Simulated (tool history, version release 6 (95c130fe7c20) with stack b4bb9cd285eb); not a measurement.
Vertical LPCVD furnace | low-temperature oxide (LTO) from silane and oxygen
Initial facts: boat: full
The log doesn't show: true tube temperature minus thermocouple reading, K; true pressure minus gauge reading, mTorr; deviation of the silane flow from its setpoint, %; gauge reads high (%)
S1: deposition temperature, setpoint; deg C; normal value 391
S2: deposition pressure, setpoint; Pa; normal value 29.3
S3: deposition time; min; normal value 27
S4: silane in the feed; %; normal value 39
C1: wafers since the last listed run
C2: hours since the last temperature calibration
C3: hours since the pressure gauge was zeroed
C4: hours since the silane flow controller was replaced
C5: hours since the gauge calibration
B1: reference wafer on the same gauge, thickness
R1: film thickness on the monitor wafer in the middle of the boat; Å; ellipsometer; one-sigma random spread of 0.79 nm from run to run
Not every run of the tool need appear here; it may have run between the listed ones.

| run | hour | S1 | S2 | S3 | S4 | C1 | C2 | C3 | C4 | C5 | B1 | R1 |
|---|---|---|---|---|---|---|---|---|---|---|---|---|
| 1 | 0 | 391 | 29.3 | 27 | 39 | 0 | 2981.5 | 1199.4 | 2638.9 | 132.6 | 236.93 | 2122.9 |
| 2 | 12.1 | 391 | 29.3 | 27 | 39 | 244 | 2993.6 | 1211.5 | 2651 | 144.7 | 236.69 | 2136.4 |
| 3 | 25.3 | 391 | 29.3 | 33.5 | 42 | 266 | 3006.8 | 1224.7 | 2664.2 | 157.9 | 237.03 | 2899.4 |
| 4 | 42.3 | 391 | 29.3 | 33.5 | 42 | 343 | 3023.8 | 1241.7 | 2681.2 | 174.9 | 236.98 | 2893.6 |
| 5 | 52.8 | 391 | 29.3 | 27 | 39 | 212 | 3034.3 | 1252.2 | 2691.7 | 185.4 | 236.91 | 2126.5 |
| 6 | 65.2 | 391 | 29.3 | 27 | 39 | 250 | 3046.7 | 1264.6 | 2704.1 | 197.8 | 237.08 | 2124.9 |
|  | 93.6 | thermocouples replaced and temperature profile calibrated |
| 7 | 94.1 | 391 | 29.3 | 27 | 43 | 99 | 0.5 | 1293.5 | 2733 | 226.7 | 236.98 | 2401.7 |
| 8 | 97.6 | 391 | 29.3 | 27 | 43 | 70 | 4 | 1297 | 2736.5 | 230.2 | 236.76 | 2391.2 |
| 9 | 109.9 | 391 | 29.3 | 27 | 43 | 248 | 16.3 | 1309.3 | 2748.8 | 242.5 | 236.97 | 2401.4 |
|  | 141.7 | pressure gauge zeroed |
| 10 | 142.2 | 391 | 29.3 | 27 | 39 | 167 | 48.6 | 0.5 | 2781.1 | 274.8 | 237.14 | 2217.2 |
| 11 | 145.7 | 391 | 29.3 | 27 | 39 | 70 | 52.1 | 4 | 2784.6 | 278.3 | 237.03 | 2222.5 |
|  | 170.6 | silane flow controller replaced |
| 12 | 171.1 | 400 | 29.3 | 27 | 39 | 28 | 77.5 | 29.4 | 0.5 | 303.7 | 236.69 | 2457.8 |
| 13 | 187.5 | 399 | 29.3 | 20.5 | 33 | 331 | 93.9 | 45.8 | 16.9 | 320.1 | 237.29 | 1479.8 |
| 14 | 193.5 | 385 | 29.3 | 27 | 39 | 121 | 99.9 | 51.8 | 22.9 | 326.1 | 237.17 | 2059.1 |
| 15 | 241.8 | 391 | 26.7 | 27 | 39 | 975 | 148.2 | 100.1 | 71.2 | 374.4 | 236.89 | 2022.1 |
|  | 271.5 | pressure gauge zeroed, repeated, since the last time left the tool worse |
| 16 | 272 | 397 | 35.3 | 32 | 35 | 125 | 178.4 | 0.5 | 101.4 | 404.6 | 237.1 | 2780.7 |
| 17 | 275.6 | 391 | 29.3 | 27 | 39 | 72 | 182 | 4.1 | 105 | 408.2 | 237.09 | 2075.7 |
| 18 | 282.1 | 402 | 27.3 | 34.5 | 35 | 131 | 188.5 | 10.6 | 111.5 | 414.7 | 237.12 | 2436.1 |
| 19 | 297.2 | 402 | 29.3 | 27 | 39 | 305 | 203.6 | 25.7 | 126.6 | 429.8 | 237.23 | 2351.2 |
| 20 | 305.1 | 402 | 27.3 | 34.5 | 35 | 159 | 211.5 | 33.6 | 134.5 | 437.7 | 236.63 | 2438.4 |
| 21 | 315.5 | 398 | 34.7 | 20 | 39 | 210 | 221.9 | 44 | 144.9 | 448.1 | 237.12 | 1975 |
| 22 | 322.5 | 391 | 29.3 | 32.5 | 39 | 141 | 228.9 | 51 | 151.9 | 455.1 | 237.02 | 2496.2 |
| 23 | 349.7 | 391 | 29.3 | 27 | 39 | 549 | 256.1 | 78.2 | 179.1 | 482.3 | 236.86 | 2070.6 |
|  | 355.7 | gauge calibrated |
| 24 | 403 | 401 | 26.7 | 17 | 39 | 1076 | 309.4 | 131.5 | 232.4 | 47.3 | 237.23 | 1324.4 |
| 25 | 420.5 | 401 | 25.3 | 31.5 | 32 | 353 | 326.9 | 149 | 249.9 | 64.8 | 236.82 | 1804.1 |
| 26 | 427.7 | 399 | 24.7 | 27 | 39 | 145 | 334.1 | 156.2 | 257.1 | 72 | 236.82 | 1914.5 |
| 27 | 463.5 | 391 | 29.3 | 21 | 39 | 723 | 369.9 | 192 | 292.9 | 107.8 | 236.77 | 1627.1 |
| 28 | 485 | 379 | 36 | 27 | 39 | 434 | 391.4 | 213.5 | 314.4 | 129.3 | 236.86 | 2211.3 |
| 29 | 496 | 391 | 29.3 | 32.5 | 32 | 222 | 402.4 | 224.5 | 325.4 | 140.3 | 236.92 | 1915.1 |
| 30 | 502.2 | 391 | 32 | 19.5 | 39 | 125 | 408.6 | 230.7 | 331.6 | 146.5 | 237.23 | 1635.5 |

Exercise: give the hidden state of the tool at every run:
true tube temperature minus thermocouple reading, K: 0 across all the runs
deviation of the silane flow from its setpoint, %: 0 across all the runs
gauge reads high (%): 0 across all the runs
H1: true pressure minus gauge reading, mTorr
| run | H1 |
|---|---|
| 1 | 4.82 |
| 2 | 4.93 |
| 3 | 5.04 |
| 4 | 5.19 |
| 5 | 5.28 |
| 6 | 5.39 |
| 7 | 5.65 |
| 8 | 5.69 |
| 9 | 5.8 |
| 10 | 14.2 |
| 11 | 14.2 |
| 12 | 14.2 |
| 13 | 14.3 |
| 14 | 14.3 |
| 15 | 14.3 |
| 16 | -0.196 |
| 17 | -0.196 |
| 18 | -0.195 |
| 19 | -0.193 |
| 20 | -0.192 |
| 21 | -0.189 |
| 22 | -0.186 |
| 23 | -0.174 |
| 24 | -0.134 |
| 25 | -0.117 |
| 26 | -0.109 |
| 27 | -0.0651 |
| 28 | -0.0343 |
| 29 | -0.0172 |
| 30 | -0.00721 |
